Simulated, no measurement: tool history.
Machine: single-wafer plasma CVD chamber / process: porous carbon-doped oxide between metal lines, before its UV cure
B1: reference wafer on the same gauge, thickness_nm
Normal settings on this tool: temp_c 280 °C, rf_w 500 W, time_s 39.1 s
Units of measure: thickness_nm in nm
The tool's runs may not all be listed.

Run 1, day 0.000: usual settings but time_s 34.8 s; B1 248.766. Result: thickness_nm 220.604 nm.
Run 2, day 3.600: usual settings but time_s 34.8 s; B1 249.227. Result: thickness_nm 220.095 nm.
Run 3, day 6.021: usual settings; B1 248.828. Result: thickness_nm 245.849 nm.
At day 7.538: RF generator calibrated.
Run 4, day 9.475: usual settings; B1 249.202. Result: thickness_nm 246.737 nm.
Run 5, day 11.171: usual settings but time_s 34.7 s; B1 249.178. Result: thickness_nm 220.244 nm.
Run 6, day 13.204: usual settings but time_s 34.7 s; B1 249.099. Result: thickness_nm 219.341 nm.
Run 7, day 18.912: usual settings but temp_c 290 °C, rf_w 565 W; B1 248.988. Result: thickness_nm 262.552 nm.
Run 8, day 21.875: usual settings; B1 248.962. Result: thickness_nm 246.687 nm.
Run 9, day 24.538: usual settings but time_s 42.5 s; B1 249.221. Result: thickness_nm 265.982 nm.
Run 10, day 36.208: usual settings; B1 248.798. Result: thickness_nm 246.699 nm.
At day 39.233: showerhead replaced.
Run 11, day 39.254: usual settings; B1 248.979. Result: thickness_nm 247.563 nm.
At day 41.300: gauge calibrated.
Run 12, day 42.329: usual settings but temp_c 268 °C, time_s 44.6 s; B1 249.046. Result: thickness_nm 299.529 nm.
At day 43.508: RF generator calibrated.
Run 13, day 45.421: usual settings; B1 249.030. Result: thickness_nm 246.186 nm.
Run 14, day 47.233: usual settings; B1 248.905. Result: thickness_nm 246.142 nm.
Run 15, day 50.775: usual settings; B1 249.110. Result: thickness_nm 248.491 nm.
Run 16, day 54.321: usual settings but rf_w 420 W, time_s 40.7 s; B1 248.894. Result: thickness_nm 209.878 nm.
Run 17, day 57.904: usual settings but temp_c 275 °C, rf_w 580 W, time_s 43.1 s; B1 248.572. Result: thickness_nm 320.302 nm.
At day 61.425: thermocouple changed; heater temperature recalibrated.
Run 18, day 64.133: usual settings but temp_c 292 °C, rf_w 440 W, time_s 32.6 s; B1 248.961. Result: thickness_nm 168.686 nm.
Run 19, day 67.950: usual settings; B1 248.877. Result: thickness_nm 246.429 nm.
Run 20, day 69.775: usual settings; B1 249.067. Result: thickness_nm 246.579 nm.
Run 21, day 71.546: usual settings but temp_c 293 °C, rf_w 415 W, time_s 45.5 s; B1 249.074. Result: thickness_nm 216.381 nm.
Run 22, day 73.050: usual settings but temp_c 275 °C, rf_w 580 W, time_s 43.1 s; B1 249.330. Result: thickness_nm 321.511 nm.
Run 23, day 80.117: usual settings but temp_c 291 °C, rf_w 425 W, time_s 37.0 s; B1 249.106. Result: thickness_nm 182.694 nm.
At day 81.942: RF generator calibrated.
Run 24, day 82.096: usual settings but rf_w 595 W; B1 248.866. Result: thickness_nm 288.583 nm.
Run 25, day 89.154: usual settings but temp_c 273 °C, rf_w 560 W, time_s 36.5 s; B1 248.852. Result: thickness_nm 266.290 nm.
Run 26, day 93.421: usual settings but temp_c 286 °C, rf_w 405 W, time_s 35.3 s; B1 249.165. Result: thickness_nm 170.357 nm.
Run 27, day 96.433: usual settings but time_s 36.2 s; B1 249.030. Result: thickness_nm 229.483 nm.
Run 28, day 98.904: usual settings but rf_w 595 W; B1 248.733. Result: thickness_nm 289.335 nm.
Run 29, day 100.675: usual settings but rf_w 410 W; B1 248.625. Result: thickness_nm 196.606 nm.
Run 30, day 104.417: usual settings but time_s 46.7 s; B1 249.039. Result: thickness_nm 292.804 nm.
Run 31, day 107.838: usual settings; B1 248.887. Result: thickness_nm 246.796 nm.
Run 32, day 110.554: usual settings; B1 248.612. Result: thickness_nm 246.760 nm.

What if the next run were any one of these 4? Each begins from the tool's condition after run 32:
Run A, day 110.571: usual settings; B1 ?. Result: thickness_nm ?.
Run B, day 110.571: usual settings but temp_c 272 °C, time_s 31.5 s; B1 ?. Result: thickness_nm ?.
Run C, day 110.571: usual settings but rf_w 450 W, time_s 33.2 s; B1 ?. Result: thickness_nm ?.
Run D, day 110.571: usual settings but rf_w 530 W; B1 ?. Result: thickness_nm ?.

run       B1  thickness_nm
  A  249.099       247.596
  B  249.099       209.975
  C  249.099       188.839
  D  249.099       261.693
Had the tool no hidden state, the same runs would have come out as:
run  thickness_nm
  A       247.596
  B       209.975
  C       188.839
  D       261.693
